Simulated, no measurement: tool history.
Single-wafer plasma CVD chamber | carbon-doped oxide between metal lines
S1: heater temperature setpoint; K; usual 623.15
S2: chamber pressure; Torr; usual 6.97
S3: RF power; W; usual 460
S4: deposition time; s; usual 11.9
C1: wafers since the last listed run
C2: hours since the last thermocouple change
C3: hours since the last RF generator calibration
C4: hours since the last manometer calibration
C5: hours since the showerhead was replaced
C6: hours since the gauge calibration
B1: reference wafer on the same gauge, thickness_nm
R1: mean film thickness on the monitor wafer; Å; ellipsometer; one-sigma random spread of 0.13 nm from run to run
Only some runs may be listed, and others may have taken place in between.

run 1 hour=0.0 | S1=623.15 S2=6.97 S3=460 S4=11.9 | C1=0 C2=869.9 C3=2080.6 C4=1698.2 C5=2808.6 C6=30.9 | B1=84.481 | R1=664.89
run 2 hour=11.9 | S1=623.15 S2=6.97 S3=460 S4=11.9 | C1=217 C2=881.8 C3=2092.5 C4=1710.1 C5=2820.5 C6=42.8 | B1=84.570 | R1=663.01
run 3 hour=25.4 | S1=623.15 S2=6.97 S3=460 S4=11.9 | C1=246 C2=895.3 C3=2106.0 C4=1723.6 C5=2834.0 C6=56.3 | B1=84.494 | R1=661.25
run 4 hour=37.7 | S1=623.15 S2=8.28 S3=460 S4=11.9 | C1=224 C2=907.6 C3=2118.3 C4=1735.9 C5=2846.3 C6=68.6 | B1=84.520 | R1=668.43
run 5 hour=44.0 | S1=623.15 S2=6.97 S3=460 S4=11.9 | C1=115 C2=913.9 C3=2124.6 C4=1742.2 C5=2852.6 C6=74.9 | B1=84.524 | R1=663.30
run 6 hour=65.3 | S1=623.15 S2=6.97 S3=460 S4=11.9 | C1=389 C2=935.2 C3=2145.9 C4=1763.5 C5=2873.9 C6=96.2 | B1=84.489 | R1=660.99
run 7 hour=81.5 | S1=623.15 S2=6.97 S3=460 S4=11.9 | C1=296 C2=951.4 C3=2162.1 C4=1779.7 C5=2890.1 C6=112.4 | B1=84.544 | R1=660.56
run 8 hour=95.2 | S1=623.15 S2=6.97 S3=460 S4=11.9 | C1=250 C2=965.1 C3=2175.8 C4=1793.4 C5=2903.8 C6=126.1 | B1=84.522 | R1=659.36
run 9 hour=104.6 | S1=623.15 S2=6.97 S3=460 S4=11.9 | C1=171 C2=974.5 C3=2185.2 C4=1802.8 C5=2913.2 C6=135.5 | B1=84.471 | R1=658.02
-- hour=118.8 thermocouple changed; heater temperature recalibrated
run 10 hour=119.3 | S1=623.15 S2=6.97 S3=460 S4=11.9 | C1=122 C2=0.5 C3=2199.9 C4=1817.5 C5=2927.9 C6=150.2 | B1=84.486 | R1=658.62
run 11 hour=128.3 | S1=623.15 S2=8.09 S3=460 S4=13.5 | C1=164 C2=9.5 C3=2208.9 C4=1826.5 C5=2936.9 C6=159.2 | B1=84.572 | R1=751.70
run 12 hour=139.9 | S1=614.15 S2=8.56 S3=405 S4=11.1 | C1=212 C2=21.1 C3=2220.5 C4=1838.1 C5=2948.5 C6=170.8 | B1=84.492 | R1=556.13
-- hour=150.1 capacitance manometer re-zeroed and calibrated
run 13 hour=156.4 | S1=623.15 S2=5.45 S3=460 S4=11.9 | C1=155 C2=37.6 C3=2237.0 C4=6.3 C5=2965.0 C6=187.3 | B1=84.528 | R1=647.19
-- hour=158.9 gauge calibrated
run 14 hour=173.1 | S1=623.15 S2=6.97 S3=540 S4=11.2 | C1=305 C2=54.3 C3=2253.7 C4=23.0 C5=2981.7 C6=14.2 | B1=84.476 | R1=713.12
run 15 hour=180.4 | S1=623.15 S2=6.97 S3=460 S4=11.9 | C1=133 C2=61.6 C3=2261.0 C4=30.3 C5=2989.0 C6=21.5 | B1=84.520 | R1=655.71
-- hour=190.1 showerhead replaced
run 16 hour=191.1 | S1=623.15 S2=6.97 S3=460 S4=11.9 | C1=49 C2=72.3 C3=2271.7 C4=41.0 C5=1.0 C6=32.2 | B1=84.524 | R1=653.46
-- hour=204.4 RF generator calibrated
run 17 hour=208.6 | S1=630.15 S2=6.97 S3=460 S4=10.8 | C1=173 C2=89.8 C3=4.2 C4=58.5 C5=18.5 C6=49.7 | B1=84.504 | R1=637.36
run 18 hour=224.1 | S1=623.15 S2=6.97 S3=460 S4=11.9 | C1=283 C2=105.3 C3=19.7 C4=74.0 C5=34.0 C6=65.2 | B1=84.444 | R1=713.09
run 19 hour=234.9 | S1=630.15 S2=6.97 S3=535 S4=9.8 | C1=197 C2=116.1 C3=30.5 C4=84.8 C5=44.8 C6=76.0 | B1=84.502 | R1=654.41
run 20 hour=242.8 | S1=623.15 S2=7.66 S3=460 S4=11.9 | C1=144 C2=124.0 C3=38.4 C4=92.7 C5=52.7 C6=83.9 | B1=84.471 | R1=715.94
run 21 hour=258.6 | S1=611.15 S2=6.97 S3=535 S4=11.9 | C1=288 C2=139.8 C3=54.2 C4=108.5 C5=68.5 C6=99.7 | B1=84.458 | R1=833.20

Entry by entry between the runs, the difference in hidden state between the last listed run before and the first listed run after:
Between runs 9 and 10: thermocouple changed; heater temperature recalibrated (hour 118.8)
  delivered RF power above the setpoint (%): -8.33 -> -8.44
  difference, measured minus the result without the unlogged condition, R1: -58.10 -> -58.96 Å
Between runs 12 and 13: capacitance manometer re-zeroed and calibrated (hour 150.1)
  delivered RF power above the setpoint (%): -8.58 -> -8.7
  difference, measured minus the result without the unlogged condition, R1: -53.45 -> -59.95 Å
Between runs 13 and 14: gauge calibrated (hour 158.9)
  delivered RF power above the setpoint (%): -8.7 -> -8.82
  difference, measured minus the result without the unlogged condition, R1: -59.95 -> -56.93 Å
Between runs 15 and 16: showerhead replaced (hour 190.1)
  delivered RF power above the setpoint (%): -8.87 -> -8.95
  difference, measured minus the result without the unlogged condition, R1: -62.10 -> -62.49 Å
Between runs 16 and 17: RF generator calibrated (hour 204.4)
  delivered RF power above the setpoint (%): -8.95 -> -0.7
  difference, measured minus the result without the unlogged condition, R1: -62.49 -> -3.78 Å
